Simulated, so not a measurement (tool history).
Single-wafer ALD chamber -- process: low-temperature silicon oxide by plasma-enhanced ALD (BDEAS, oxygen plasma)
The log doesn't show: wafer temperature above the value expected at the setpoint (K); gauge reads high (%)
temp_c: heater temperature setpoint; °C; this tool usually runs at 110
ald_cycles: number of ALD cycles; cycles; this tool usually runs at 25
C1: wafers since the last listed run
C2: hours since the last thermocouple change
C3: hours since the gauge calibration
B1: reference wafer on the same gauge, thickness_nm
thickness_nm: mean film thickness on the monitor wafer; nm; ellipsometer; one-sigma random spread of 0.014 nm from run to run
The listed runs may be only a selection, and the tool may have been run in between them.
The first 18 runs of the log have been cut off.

run 19 hour=1004.0 | temp_c=110 ald_cycles=25 | C1=505 C2=205.1 C3=2648.2 | B1=3.306 | thickness_nm=3.481
run 20 hour=1071.4 | temp_c=119 ald_cycles=25 | C1=492 C2=272.5 C3=2715.6 | B1=3.307 | thickness_nm=3.434
run 21 hour=1108.0 | temp_c=119 ald_cycles=25 | C1=267 C2=309.1 C3=2752.2 | B1=3.312 | thickness_nm=3.410
run 22 hour=1138.1 | temp_c=110 ald_cycles=25 | C1=219 C2=339.2 C3=2782.3 | B1=3.313 | thickness_nm=3.469
run 23 hour=1185.6 | temp_c=114 ald_cycles=27 | C1=346 C2=386.7 C3=2829.8 | B1=3.310 | thickness_nm=3.749
run 24 hour=1232.1 | temp_c=110 ald_cycles=25 | C1=339 C2=433.2 C3=2876.3 | B1=3.306 | thickness_nm=3.469
run 25 hour=1412.0 | temp_c=101 ald_cycles=22 | C1=1313 C2=613.1 C3=3056.2 | B1=3.315 | thickness_nm=3.123
run 26 hour=1475.0 | temp_c=96 ald_cycles=29 | C1=459 C2=676.1 C3=3119.2 | B1=3.316 | thickness_nm=4.152
-- hour=1538.7 gauge calibrated
run 27 hour=1540.2 | temp_c=123 ald_cycles=21 | C1=475 C2=741.3 C3=1.5 | B1=3.201 | thickness_nm=2.749
run 28 hour=1602.9 | temp_c=104 ald_cycles=27 | C1=457 C2=804.0 C3=64.2 | B1=3.211 | thickness_nm=3.682
run 29 hour=1632.5 | temp_c=110 ald_cycles=25 | C1=216 C2=833.6 C3=93.8 | B1=3.215 | thickness_nm=3.402
run 30 hour=1694.0 | temp_c=100 ald_cycles=30 | C1=448 C2=895.1 C3=155.3 | B1=3.220 | thickness_nm=4.082
run 31 hour=1720.9 | temp_c=105 ald_cycles=24 | C1=196 C2=922.0 C3=182.2 | B1=3.222 | thickness_nm=3.289
run 32 hour=1784.1 | temp_c=114 ald_cycles=28 | C1=461 C2=985.2 C3=245.4 | B1=3.231 | thickness_nm=3.790
-- hour=1952.1 thermocouple changed; heater temperature recalibrated
run 33 hour=1990.3 | temp_c=123 ald_cycles=22 | C1=1446 C2=38.2 C3=451.6 | B1=3.241 | thickness_nm=2.927
run 34 hour=2025.5 | temp_c=110 ald_cycles=25 | C1=256 C2=73.4 C3=486.8 | B1=3.251 | thickness_nm=3.417
run 35 hour=2072.8 | temp_c=110 ald_cycles=25 | C1=345 C2=120.7 C3=534.1 | B1=3.255 | thickness_nm=3.411
run 36 hour=2134.7 | temp_c=110 ald_cycles=25 | C1=451 C2=182.6 C3=596.0 | B1=3.257 | thickness_nm=3.402
run 37 hour=2206.7 | temp_c=110 ald_cycles=25 | C1=525 C2=254.6 C3=668.0 | B1=3.260 | thickness_nm=3.426
run 38 hour=2254.0 | temp_c=110 ald_cycles=25 | C1=345 C2=301.9 C3=715.3 | B1=3.262 | thickness_nm=3.384
run 39 hour=2314.9 | temp_c=110 ald_cycles=24 | C1=444 C2=362.8 C3=776.2 | B1=3.264 | thickness_nm=3.322
run 40 hour=2344.8 | temp_c=120 ald_cycles=26 | C1=218 C2=392.7 C3=806.1 | B1=3.263 | thickness_nm=3.526
run 41 hour=2386.6 | temp_c=100 ald_cycles=26 | C1=305 C2=434.5 C3=847.9 | B1=3.269 | thickness_nm=3.622
run 42 hour=2439.3 | temp_c=110 ald_cycles=25 | C1=384 C2=487.2 C3=900.6 | B1=3.268 | thickness_nm=3.427
run 43 hour=2469.3 | temp_c=116 ald_cycles=29 | C1=219 C2=517.2 C3=930.6 | B1=3.271 | thickness_nm=3.935

5 options for the next run, each taken on its own from the tool as it stands now. Forecast them:
run A hour=2469.7 | temp_c=110 ald_cycles=21 | C1=2 C2=517.6 C3=931.0 | B1=? | thickness_nm=?
run B hour=2469.7 | temp_c=119 ald_cycles=23 | C1=2 C2=517.6 C3=931.0 | B1=? | thickness_nm=?
run C hour=2469.7 | temp_c=117 ald_cycles=28 | C1=2 C2=517.6 C3=931.0 | B1=? | thickness_nm=?
run D hour=2469.7 | temp_c=102 ald_cycles=27 | C1=2 C2=517.6 C3=931.0 | B1=? | thickness_nm=?
run E hour=2469.7 | temp_c=110 ald_cycles=27 | C1=2 C2=517.6 C3=931.0 | B1=? | thickness_nm=?

run=A B1=3.274 thickness_nm=2.893
run=B B1=3.274 thickness_nm=3.122
run=C B1=3.274 thickness_nm=3.813
run=D B1=3.274 thickness_nm=3.767
run=E B1=3.274 thickness_nm=3.719
With no hidden state in the tool, these same runs would have given:
run=A thickness_nm=2.831
run=B thickness_nm=3.056
run=C thickness_nm=3.732
run=D thickness_nm=3.687
run=E thickness_nm=3.640
